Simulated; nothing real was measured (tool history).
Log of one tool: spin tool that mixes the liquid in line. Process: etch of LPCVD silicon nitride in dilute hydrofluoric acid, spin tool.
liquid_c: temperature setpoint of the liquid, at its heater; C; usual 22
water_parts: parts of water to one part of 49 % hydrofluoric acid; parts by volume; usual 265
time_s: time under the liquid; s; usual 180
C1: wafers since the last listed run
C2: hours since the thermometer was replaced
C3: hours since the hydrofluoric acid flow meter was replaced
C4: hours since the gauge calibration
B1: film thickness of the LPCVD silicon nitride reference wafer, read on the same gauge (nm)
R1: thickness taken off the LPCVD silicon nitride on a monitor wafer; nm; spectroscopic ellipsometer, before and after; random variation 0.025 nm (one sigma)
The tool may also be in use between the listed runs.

{"run": 1, "day": 0.0, "liquid_c": 25, "water_parts": 265, "time_s": 180, "C1": 0, "C2": 1314.3, "C3": 1086.6, "C4": 16.5, "B1": 89.994, "R1": 0.34}
{"run": 2, "day": 0.675, "liquid_c": 25, "water_parts": 265, "time_s": 180, "C1": 147, "C2": 1330.5, "C3": 1102.8, "C4": 32.7, "B1": 90.016, "R1": 0.377}
{"run": 3, "day": 1.25, "liquid_c": 22, "water_parts": 265, "time_s": 240, "C1": 125, "C2": 1344.3, "C3": 1116.6, "C4": 46.5, "B1": 89.989, "R1": 0.397}
{"run": 4, "day": 1.846, "liquid_c": 22, "water_parts": 265, "time_s": 180, "C1": 130, "C2": 1358.6, "C3": 1130.9, "C4": 60.8, "B1": 89.998, "R1": 0.319}
{"run": 5, "day": 2.358, "liquid_c": 22, "water_parts": 265, "time_s": 180, "C1": 111, "C2": 1370.9, "C3": 1143.2, "C4": 73.1, "B1": 90.002, "R1": 0.327}
{"run": 6, "day": 2.704, "liquid_c": 22, "water_parts": 265, "time_s": 180, "C1": 75, "C2": 1379.2, "C3": 1151.5, "C4": 81.4, "B1": 90, "R1": 0.325}
{"run": 7, "day": 3.133, "liquid_c": 25.5, "water_parts": 265, "time_s": 260, "C1": 93, "C2": 1389.5, "C3": 1161.8, "C4": 91.7, "B1": 89.998, "R1": 0.519}
{"run": 8, "day": 3.858, "liquid_c": 25.5, "water_parts": 265, "time_s": 260, "C1": 158, "C2": 1406.9, "C3": 1179.2, "C4": 109.1, "B1": 90.001, "R1": 0.618}
{"run": 9, "day": 4.383, "liquid_c": 22, "water_parts": 175, "time_s": 95, "C1": 114, "C2": 1419.5, "C3": 1191.8, "C4": 121.7, "B1": 90.005, "R1": 0.263}
{"run": 10, "day": 4.708, "liquid_c": 22, "water_parts": 175, "time_s": 95, "C1": 70, "C2": 1427.3, "C3": 1199.6, "C4": 129.5, "B1": 90.007, "R1": 0.25}
{"run": 11, "day": 5.154, "liquid_c": 22, "water_parts": 295, "time_s": 180, "C1": 97, "C2": 1438, "C3": 1210.3, "C4": 140.2, "B1": 89.989, "R1": 0.287}
{"run": 12, "day": 5.429, "liquid_c": 22, "water_parts": 295, "time_s": 180, "C1": 60, "C2": 1444.6, "C3": 1216.9, "C4": 146.8, "B1": 89.994, "R1": 0.319}
{"run": 13, "day": 6.029, "liquid_c": 21, "water_parts": 265, "time_s": 180, "C1": 131, "C2": 1459, "C3": 1231.3, "C4": 161.2, "B1": 89.999, "R1": 0.281}
{"day": 6.829, "done": "thermometer replaced"}
{"run": 14, "day": 7.429, "liquid_c": 21, "water_parts": 265, "time_s": 180, "C1": 296, "C2": 14.4, "C3": 1264.9, "C4": 194.8, "B1": 90.004, "R1": 0.353}
{"run": 15, "day": 7.912, "liquid_c": 22, "water_parts": 265, "time_s": 180, "C1": 105, "C2": 26, "C3": 1276.5, "C4": 206.4, "B1": 90, "R1": 0.281}
{"run": 16, "day": 8.571, "liquid_c": 22, "water_parts": 265, "time_s": 240, "C1": 143, "C2": 41.8, "C3": 1292.3, "C4": 222.2, "B1": 90.012, "R1": 0.437}
{"run": 17, "day": 9.283, "liquid_c": 22, "water_parts": 200, "time_s": 180, "C1": 155, "C2": 58.9, "C3": 1309.4, "C4": 239.3, "B1": 90.004, "R1": 0.398}
{"run": 18, "day": 9.992, "liquid_c": 17.5, "water_parts": 205, "time_s": 125, "C1": 154, "C2": 75.9, "C3": 1326.4, "C4": 256.3, "B1": 89.988, "R1": 0.201}
{"day": 10.038, "done": "gauge calibrated"}
{"run": 19, "day": 10.7, "liquid_c": 25.5, "water_parts": 190, "time_s": 80, "C1": 154, "C2": 92.9, "C3": 1343.4, "C4": 15.9, "B1": 89.997, "R1": 0.218}
{"day": 10.971, "done": "hydrofluoric acid flow meter replaced"}
{"run": 20, "day": 11.017, "liquid_c": 17.5, "water_parts": 265, "time_s": 245, "C1": 60, "C2": 100.5, "C3": 1.1, "C4": 23.5, "B1": 89.996, "R1": 0.383}
{"run": 21, "day": 11.767, "liquid_c": 18, "water_parts": 165, "time_s": 180, "C1": 163, "C2": 118.5, "C3": 19.1, "C4": 41.5, "B1": 89.986, "R1": 0.411}
{"run": 22, "day": 12.3, "liquid_c": 17, "water_parts": 360, "time_s": 180, "C1": 116, "C2": 131.3, "C3": 31.9, "C4": 54.3, "B1": 90.008, "R1": 0.164}
{"run": 23, "day": 12.946, "liquid_c": 22, "water_parts": 265, "time_s": 80, "C1": 141, "C2": 146.8, "C3": 47.4, "C4": 69.8, "B1": 90, "R1": 0.146}
{"run": 24, "day": 13.558, "liquid_c": 22, "water_parts": 265, "time_s": 240, "C1": 133, "C2": 161.5, "C3": 62.1, "C4": 84.5, "B1": 89.99, "R1": 0.433}
{"run": 25, "day": 13.888, "liquid_c": 20, "water_parts": 385, "time_s": 180, "C1": 71, "C2": 169.4, "C3": 70, "C4": 92.4, "B1": 90.007, "R1": 0.198}
{"run": 26, "day": 14.383, "liquid_c": 22, "water_parts": 160, "time_s": 180, "C1": 108, "C2": 181.3, "C3": 81.9, "C4": 104.3, "B1": 90.007, "R1": 0.5}
{"run": 27, "day": 15.283, "liquid_c": 22, "water_parts": 265, "time_s": 180, "C1": 196, "C2": 202.9, "C3": 103.5, "C4": 125.9, "B1": 90.012, "R1": 0.327}
{"run": 28, "day": 15.667, "liquid_c": 23.5, "water_parts": 265, "time_s": 180, "C1": 83, "C2": 212.1, "C3": 112.7, "C4": 135.1, "B1": 89.981, "R1": 0.344}
{"run": 29, "day": 16.333, "liquid_c": 22, "water_parts": 265, "time_s": 150, "C1": 145, "C2": 228.1, "C3": 128.7, "C4": 151.1, "B1": 90.02, "R1": 0.278}
{"run": 30, "day": 17.067, "liquid_c": 22, "water_parts": 150, "time_s": 180, "C1": 160, "C2": 245.7, "C3": 146.3, "C4": 168.7, "B1": 90.019, "R1": 0.63}

The tool's hidden state at each run:
liquid hotter than its thermometer reads (K): 0 in every run
hydrofluoric acid flow above the setpoint (%): 0 in every run
gauge reads high (%): 0 in every run
